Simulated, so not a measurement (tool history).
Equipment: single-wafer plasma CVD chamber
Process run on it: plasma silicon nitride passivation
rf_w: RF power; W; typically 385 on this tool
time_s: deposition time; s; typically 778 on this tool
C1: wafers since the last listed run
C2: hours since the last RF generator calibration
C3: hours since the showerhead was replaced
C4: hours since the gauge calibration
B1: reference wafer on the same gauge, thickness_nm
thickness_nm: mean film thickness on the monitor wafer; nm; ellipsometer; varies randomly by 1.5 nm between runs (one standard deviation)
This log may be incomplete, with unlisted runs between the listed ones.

Run 1, hour 0.0: usual settings but rf_w 430 W, time_s 823 s; C1 0; C2 2513.7; C3 3040.4; C4 111.7; B1 880.023. Result: thickness_nm 1104.659 nm.
Run 2, hour 11.2: usual settings but rf_w 430 W, time_s 823 s; C1 21; C2 2524.9; C3 3051.6; C4 122.9; B1 879.863. Result: thickness_nm 1106.968 nm.
Run 3, hour 24.0: usual settings but rf_w 430 W; C1 24; C2 2537.7; C3 3064.4; C4 135.7; B1 879.837. Result: thickness_nm 1047.665 nm.
Run 4, hour 31.6: usual settings but rf_w 430 W; C1 14; C2 2545.3; C3 3072.0; C4 143.3; B1 880.089. Result: thickness_nm 1046.597 nm.
Run 5, hour 46.9: usual settings; C1 28; C2 2560.6; C3 3087.3; C4 158.6; B1 879.793. Result: thickness_nm 1014.391 nm.
At hour 58.3: RF generator calibrated.
Run 6, hour 62.5: usual settings; C1 14; C2 4.2; C3 3102.9; C4 174.2; B1 879.803. Result: thickness_nm 1014.378 nm.
Run 7, hour 78.4: usual settings but rf_w 440 W; C1 29; C2 20.1; C3 3118.8; C4 190.1; B1 880.150. Result: thickness_nm 1051.544 nm.
At hour 79.3: gauge calibrated.
At hour 86.7: showerhead replaced.
Run 8, hour 87.2: usual settings but rf_w 440 W; C1 1; C2 28.9; C3 0.5; C4 7.9; B1 880.268. Result: thickness_nm 1052.049 nm.
Run 9, hour 101.6: usual settings; C1 27; C2 43.3; C3 14.9; C4 22.3; B1 879.708. Result: thickness_nm 1014.024 nm.
Run 10, hour 118.3: usual settings but rf_w 430 W, time_s 882 s; C1 31; C2 60.0; C3 31.6; C4 39.0; B1 879.796. Result: thickness_nm 1185.987 nm.
Run 11, hour 125.0: usual settings but rf_w 340 W, time_s 688 s; C1 12; C2 66.7; C3 38.3; C4 45.7; B1 880.098. Result: thickness_nm 867.428 nm.
Run 12, hour 138.0: usual settings but rf_w 435 W, time_s 738 s; C1 24; C2 79.7; C3 51.3; C4 58.7; B1 879.687. Result: thickness_nm 995.128 nm.
Run 13, hour 148.5: usual settings but rf_w 360 W; C1 19; C2 90.2; C3 61.8; C4 69.2; B1 879.897. Result: thickness_nm 995.917 nm.
Run 14, hour 162.2: usual settings but rf_w 445 W, time_s 928 s; C1 25; C2 103.9; C3 75.5; C4 82.9; B1 880.227. Result: thickness_nm 1258.619 nm.
Run 15, hour 168.6: usual settings; C1 12; C2 110.3; C3 81.9; C4 89.3; B1 879.897. Result: thickness_nm 1014.964 nm.

Here are 5 independent what-if runs from the current tool condition. What would each one return?
Run A, hour 169.2: usual settings; C1 1; C2 110.9; C3 82.5; C4 89.9; B1 ?. Result: thickness_nm ?.
Run B, hour 169.2: usual settings but rf_w 315 W, time_s 831 s; C1 1; C2 110.9; C3 82.5; C4 89.9; B1 ?. Result: thickness_nm ?.
Run C, hour 169.2: usual settings but rf_w 445 W, time_s 737 s; C1 1; C2 110.9; C3 82.5; C4 89.9; B1 ?. Result: thickness_nm ?.
Run D, hour 169.2: usual settings but rf_w 405 W, time_s 880 s; C1 1; C2 110.9; C3 82.5; C4 89.9; B1 ?. Result: thickness_nm ?.
Run E, hour 169.2: usual settings but rf_w 320 W, time_s 650 s; C1 1; C2 110.9; C3 82.5; C4 89.9; B1 ?. Result: thickness_nm ?.

run       B1  thickness_nm
  A  879.921      1013.805
  B  879.921      1024.761
  C  879.921       999.917
  D  879.921      1162.957
  E  879.921       805.008
The same runs, with their run-to-run variation unchanged, on a tool lacking any hidden condition would have given:
run  thickness_nm
  A      1013.805
  B      1024.761
  C       999.917
  D      1162.957
  E       805.008
